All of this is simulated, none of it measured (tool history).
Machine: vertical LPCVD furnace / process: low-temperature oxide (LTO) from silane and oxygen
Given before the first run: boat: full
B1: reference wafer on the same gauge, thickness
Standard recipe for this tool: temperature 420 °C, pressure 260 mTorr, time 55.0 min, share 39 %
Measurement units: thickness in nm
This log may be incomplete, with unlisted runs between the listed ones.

{"run": 1, "hour": 0.0, "temperature": 420, "pressure": 260, "time": 55.0, "share": 39, "B1": 657.2, "thickness": 801.56}
{"run": 2, "hour": 10.7, "temperature": 420, "pressure": 260, "time": 55.0, "share": 39, "B1": 656.8, "thickness": 797.43}
{"run": 3, "hour": 64.6, "temperature": 424, "pressure": 260, "time": 55.0, "share": 39, "B1": 656.98, "thickness": 833.0}
{"run": 4, "hour": 117.1, "temperature": 424, "pressure": 260, "time": 55.0, "share": 39, "B1": 656.86, "thickness": 833.49}
{"run": 5, "hour": 133.6, "temperature": 424, "pressure": 260, "time": 55.0, "share": 39, "B1": 656.72, "thickness": 830.12}
{"run": 6, "hour": 151.2, "temperature": 420, "pressure": 260, "time": 55.0, "share": 39, "B1": 656.89, "thickness": 796.79}
{"run": 7, "hour": 184.7, "temperature": 420, "pressure": 260, "time": 66.0, "share": 39, "B1": 656.73, "thickness": 958.93}
{"run": 8, "hour": 189.2, "temperature": 420, "pressure": 260, "time": 66.0, "share": 39, "B1": 657.12, "thickness": 960.44}
{"run": 9, "hour": 193.8, "temperature": 420, "pressure": 260, "time": 55.0, "share": 39, "B1": 657.15, "thickness": 798.48}
{"run": 10, "hour": 201.5, "temperature": 420, "pressure": 260, "time": 55.0, "share": 39, "B1": 657.18, "thickness": 797.06}
{"run": 11, "hour": 212.1, "temperature": 420, "pressure": 260, "time": 62.5, "share": 39, "B1": 657.01, "thickness": 911.88}
{"run": 12, "hour": 229.8, "temperature": 420, "pressure": 260, "time": 55.0, "share": 39, "B1": 657.14, "thickness": 800.26}
{"run": 13, "hour": 278.0, "temperature": 420, "pressure": 260, "time": 55.0, "share": 39, "B1": 657.02, "thickness": 770.78}
{"run": 14, "hour": 282.5, "temperature": 420, "pressure": 260, "time": 55.0, "share": 39, "B1": 657.07, "thickness": 767.51}
{"run": 15, "hour": 287.1, "temperature": 420, "pressure": 220, "time": 55.0, "share": 39, "B1": 657.08, "thickness": 648.2}
{"run": 16, "hour": 297.6, "temperature": 420, "pressure": 260, "time": 66.0, "share": 39, "B1": 656.99, "thickness": 923.08}
{"run": 17, "hour": 319.0, "temperature": 429, "pressure": 210, "time": 69.5, "share": 39, "B1": 656.98, "thickness": 861.34}
{"run": 18, "hour": 326.4, "temperature": 409, "pressure": 260, "time": 41.0, "share": 34, "B1": 656.99, "thickness": 428.81}
{"run": 19, "hour": 338.5, "temperature": 420, "pressure": 260, "time": 55.0, "share": 39, "B1": 656.91, "thickness": 767.74}
{"run": 20, "hour": 356.9, "temperature": 420, "pressure": 315, "time": 55.0, "share": 39, "B1": 656.75, "thickness": 931.9}
{"run": 21, "hour": 366.9, "temperature": 420, "pressure": 295, "time": 55.0, "share": 39, "B1": 656.88, "thickness": 873.44}
{"run": 22, "hour": 376.4, "temperature": 420, "pressure": 260, "time": 55.0, "share": 39, "B1": 657.23, "thickness": 768.98}
{"run": 23, "hour": 390.6, "temperature": 420, "pressure": 260, "time": 55.0, "share": 39, "B1": 657.08, "thickness": 770.98}
{"run": 24, "hour": 405.6, "temperature": 420, "pressure": 260, "time": 55.0, "share": 39, "B1": 656.87, "thickness": 770.14}
{"run": 25, "hour": 422.9, "temperature": 427, "pressure": 260, "time": 38.0, "share": 34, "B1": 657.19, "thickness": 485.07}
{"run": 26, "hour": 439.1, "temperature": 420, "pressure": 235, "time": 55.0, "share": 39, "B1": 656.94, "thickness": 695.64}
{"run": 27, "hour": 446.9, "temperature": 420, "pressure": 260, "time": 55.0, "share": 42, "B1": 657.03, "thickness": 834.95}
{"run": 28, "hour": 456.6, "temperature": 417, "pressure": 260, "time": 55.0, "share": 39, "B1": 656.7, "thickness": 744.43}
{"run": 29, "hour": 464.9, "temperature": 420, "pressure": 260, "time": 55.0, "share": 39, "B1": 656.84, "thickness": 773.23}

Missing from the log above: 4 entries noted between runs. For each, name the pair of listed runs it sits between and say how the tool's hidden condition differs from the listed run just before to the listed run just after:
In the gap between runs 6 and 7: thermocouples replaced and temperature profile calibrated (hour 184.2)
  true pressure minus gauge reading, mTorr: 10.1 -> 10.2
  what was measured, less what the result would be without the hidden state, thickness: +29.66 -> +36.35 nm
In the gap between runs 12 and 13: gauge calibrated (hour 246.5); silane flow controller replaced (hour 262.3); pressure gauge zeroed (hour 277.5)
  true pressure minus gauge reading, mTorr: 10.5 -> -0.77
  what was measured, less what the result would be without the hidden state, thickness: +31.08 -> -2.29 nm
